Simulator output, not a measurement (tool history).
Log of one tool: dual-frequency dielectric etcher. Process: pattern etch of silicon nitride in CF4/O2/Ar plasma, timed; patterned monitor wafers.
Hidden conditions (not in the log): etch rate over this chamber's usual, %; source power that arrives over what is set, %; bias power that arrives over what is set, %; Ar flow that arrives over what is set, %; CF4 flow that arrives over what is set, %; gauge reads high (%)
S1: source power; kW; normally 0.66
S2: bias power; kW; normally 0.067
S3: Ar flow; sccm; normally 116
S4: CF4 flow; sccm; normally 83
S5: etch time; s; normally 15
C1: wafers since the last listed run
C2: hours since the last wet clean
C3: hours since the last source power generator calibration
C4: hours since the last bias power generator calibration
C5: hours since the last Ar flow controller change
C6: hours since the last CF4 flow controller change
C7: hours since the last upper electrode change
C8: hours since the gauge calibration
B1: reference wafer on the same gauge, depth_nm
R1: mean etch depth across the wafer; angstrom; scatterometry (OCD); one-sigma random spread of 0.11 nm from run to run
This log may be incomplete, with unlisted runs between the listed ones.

{"run": 1, "hour": 0.0, "S1": 0.66, "S2": 0.067, "S3": 116, "S4": 83, "S5": 15, "C1": 0, "C2": 456.2, "C3": 4379.1, "C4": 3573.7, "C5": 5651.5, "C6": 3105.9, "C7": 6241.6, "C8": 20.9, "B1": 37.86, "R1": 401.9}
{"run": 2, "hour": 14.7, "S1": 0.66, "S2": 0.067, "S3": 116, "S4": 83, "S5": 15, "C1": 294, "C2": 470.9, "C3": 4393.8, "C4": 3588.4, "C5": 5666.2, "C6": 3120.6, "C7": 6256.3, "C8": 35.6, "B1": 37.89, "R1": 403.1}
{"run": 3, "hour": 31.2, "S1": 0.66, "S2": 0.067, "S3": 116, "S4": 83, "S5": 15, "C1": 330, "C2": 487.4, "C3": 4410.3, "C4": 3604.9, "C5": 5682.7, "C6": 3137.1, "C7": 6272.8, "C8": 52.1, "B1": 37.93, "R1": 403.9}
{"run": 4, "hour": 41.6, "S1": 0.66, "S2": 0.067, "S3": 116, "S4": 83, "S5": 15, "C1": 208, "C2": 497.8, "C3": 4420.7, "C4": 3615.3, "C5": 5693.1, "C6": 3147.5, "C7": 6283.2, "C8": 62.5, "B1": 37.91, "R1": 403.3}
{"run": 5, "hour": 56.6, "S1": 0.66, "S2": 0.072, "S3": 116, "S4": 71, "S5": 15, "C1": 300, "C2": 512.8, "C3": 4435.7, "C4": 3630.3, "C5": 5708.1, "C6": 3162.5, "C7": 6298.2, "C8": 77.5, "B1": 37.91, "R1": 405}
{"run": 6, "hour": 74.3, "S1": 0.66, "S2": 0.067, "S3": 116, "S4": 83, "S5": 15, "C1": 355, "C2": 530.5, "C3": 4453.4, "C4": 3648, "C5": 5725.8, "C6": 3180.2, "C7": 6315.9, "C8": 95.2, "B1": 37.89, "R1": 406.3}
{"hour": 85.4, "done": "source power generator calibrated"}
{"hour": 86.0, "done": "Ar flow controller replaced"}
{"run": 7, "hour": 90.6, "S1": 0.66, "S2": 0.067, "S3": 116, "S4": 83, "S5": 15, "C1": 234, "C2": 546.8, "C3": 5.2, "C4": 3664.3, "C5": 4.6, "C6": 3196.5, "C7": 6332.2, "C8": 111.5, "B1": 37.96, "R1": 405.9}
{"hour": 99.3, "done": "bias power generator calibrated"}
{"hour": 102.9, "done": "CF4 flow controller replaced"}
{"run": 8, "hour": 103.4, "S1": 0.66, "S2": 0.067, "S3": 116, "S4": 83, "S5": 15, "C1": 103, "C2": 559.6, "C3": 18, "C4": 4.1, "C5": 17.4, "C6": 0.5, "C7": 6345, "C8": 124.3, "B1": 37.91, "R1": 407.8}
{"run": 9, "hour": 104.3, "S1": 0.66, "S2": 0.067, "S3": 116, "S4": 83, "S5": 15, "C1": 18, "C2": 560.5, "C3": 18.9, "C4": 5, "C5": 18.3, "C6": 1.4, "C7": 6345.9, "C8": 125.2, "B1": 37.88, "R1": 407}
{"run": 10, "hour": 114.4, "S1": 0.55, "S2": 0.067, "S3": 116, "S4": 68, "S5": 15, "C1": 202, "C2": 570.6, "C3": 29, "C4": 15.1, "C5": 28.4, "C6": 11.5, "C7": 6356, "C8": 135.3, "B1": 37.89, "R1": 349.6}
{"hour": 140.8, "done": "wet clean of the chamber"}
{"hour": 157.9, "done": "upper electrode replaced"}
{"run": 11, "hour": 158.4, "S1": 0.66, "S2": 0.081, "S3": 108, "S4": 64, "S5": 11, "C1": 58, "C2": 17.6, "C3": 73, "C4": 59.1, "C5": 72.4, "C6": 55.5, "C7": 0.5, "C8": 179.3, "B1": 37.98, "R1": 294.6}
{"run": 12, "hour": 158.7, "S1": 0.81, "S2": 0.052, "S3": 116, "S4": 66, "S5": 10.5, "C1": 6, "C2": 17.9, "C3": 73.3, "C4": 59.4, "C5": 72.7, "C6": 55.8, "C7": 0.8, "C8": 179.6, "B1": 37.97, "R1": 261.4}
{"run": 13, "hour": 159.0, "S1": 0.66, "S2": 0.051, "S3": 116, "S4": 83, "S5": 15, "C1": 6, "C2": 18.2, "C3": 73.6, "C4": 59.7, "C5": 73, "C6": 56.1, "C7": 1.1, "C8": 179.9, "B1": 37.91, "R1": 348.1}
{"hour": 159.4, "done": "gauge calibrated"}
{"run": 14, "hour": 164.3, "S1": 0.66, "S2": 0.067, "S3": 116, "S4": 83, "S5": 15, "C1": 106, "C2": 23.5, "C3": 78.9, "C4": 65, "C5": 78.3, "C6": 61.4, "C7": 6.4, "C8": 4.9, "B1": 37.89, "R1": 388.8}
{"run": 15, "hour": 173.7, "S1": 0.8, "S2": 0.067, "S3": 116, "S4": 83, "S5": 15, "C1": 188, "C2": 32.9, "C3": 88.3, "C4": 74.4, "C5": 87.7, "C6": 70.8, "C7": 15.8, "C8": 14.3, "B1": 37.94, "R1": 434.7}
{"run": 16, "hour": 189.3, "S1": 0.72, "S2": 0.067, "S3": 101, "S4": 75, "S5": 12, "C1": 312, "C2": 48.5, "C3": 103.9, "C4": 90, "C5": 103.3, "C6": 86.4, "C7": 31.4, "C8": 29.9, "B1": 37.88, "R1": 327.2}
{"run": 17, "hour": 204.2, "S1": 0.57, "S2": 0.067, "S3": 138, "S4": 102, "S5": 11, "C1": 298, "C2": 63.4, "C3": 118.8, "C4": 104.9, "C5": 118.2, "C6": 101.3, "C7": 46.3, "C8": 44.8, "B1": 37.89, "R1": 264.8}

What if the next run were any one of these 5? Each begins from the tool's condition after run 17:
{"run": "A", "hour": 204.6, "S1": 0.66, "S2": 0.067, "S3": 116, "S4": 83, "S5": 15, "C1": 8, "C2": 63.8, "C3": 119.2, "C4": 105.3, "C5": 118.6, "C6": 101.7, "C7": 46.7, "C8": 45.2, "B1": "?", "R1": "?"}
{"run": "B", "hour": 204.6, "S1": 0.77, "S2": 0.067, "S3": 116, "S4": 92, "S5": 15, "C1": 8, "C2": 63.8, "C3": 119.2, "C4": 105.3, "C5": 118.6, "C6": 101.7, "C7": 46.7, "C8": 45.2, "B1": "?", "R1": "?"}
{"run": "C", "hour": 204.6, "S1": 0.66, "S2": 0.067, "S3": 130, "S4": 76, "S5": 19.5, "C1": 8, "C2": 63.8, "C3": 119.2, "C4": 105.3, "C5": 118.6, "C6": 101.7, "C7": 46.7, "C8": 45.2, "B1": "?", "R1": "?"}
{"run": "D", "hour": 204.6, "S1": 0.66, "S2": 0.067, "S3": 116, "S4": 83, "S5": 10.5, "C1": 8, "C2": 63.8, "C3": 119.2, "C4": 105.3, "C5": 118.6, "C6": 101.7, "C7": 46.7, "C8": 45.2, "B1": "?", "R1": "?"}
{"run": "E", "hour": 204.6, "S1": 0.66, "S2": 0.057, "S3": 142, "S4": 83, "S5": 15, "C1": 8, "C2": 63.8, "C3": 119.2, "C4": 105.3, "C5": 118.6, "C6": 101.7, "C7": 46.7, "C8": 45.2, "B1": "?", "R1": "?"}

run=A B1=37.91 R1=388.3
run=B B1=37.91 R1=435
run=C B1=37.91 R1=486.3
run=D B1=37.91 R1=271.8
run=E B1=37.91 R1=351.4
Without the tool's hidden state the same runs would have given:
run=A R1=387.6
run=B R1=434.1
run=C R1=485.3
run=D R1=271.3
run=E R1=350.7

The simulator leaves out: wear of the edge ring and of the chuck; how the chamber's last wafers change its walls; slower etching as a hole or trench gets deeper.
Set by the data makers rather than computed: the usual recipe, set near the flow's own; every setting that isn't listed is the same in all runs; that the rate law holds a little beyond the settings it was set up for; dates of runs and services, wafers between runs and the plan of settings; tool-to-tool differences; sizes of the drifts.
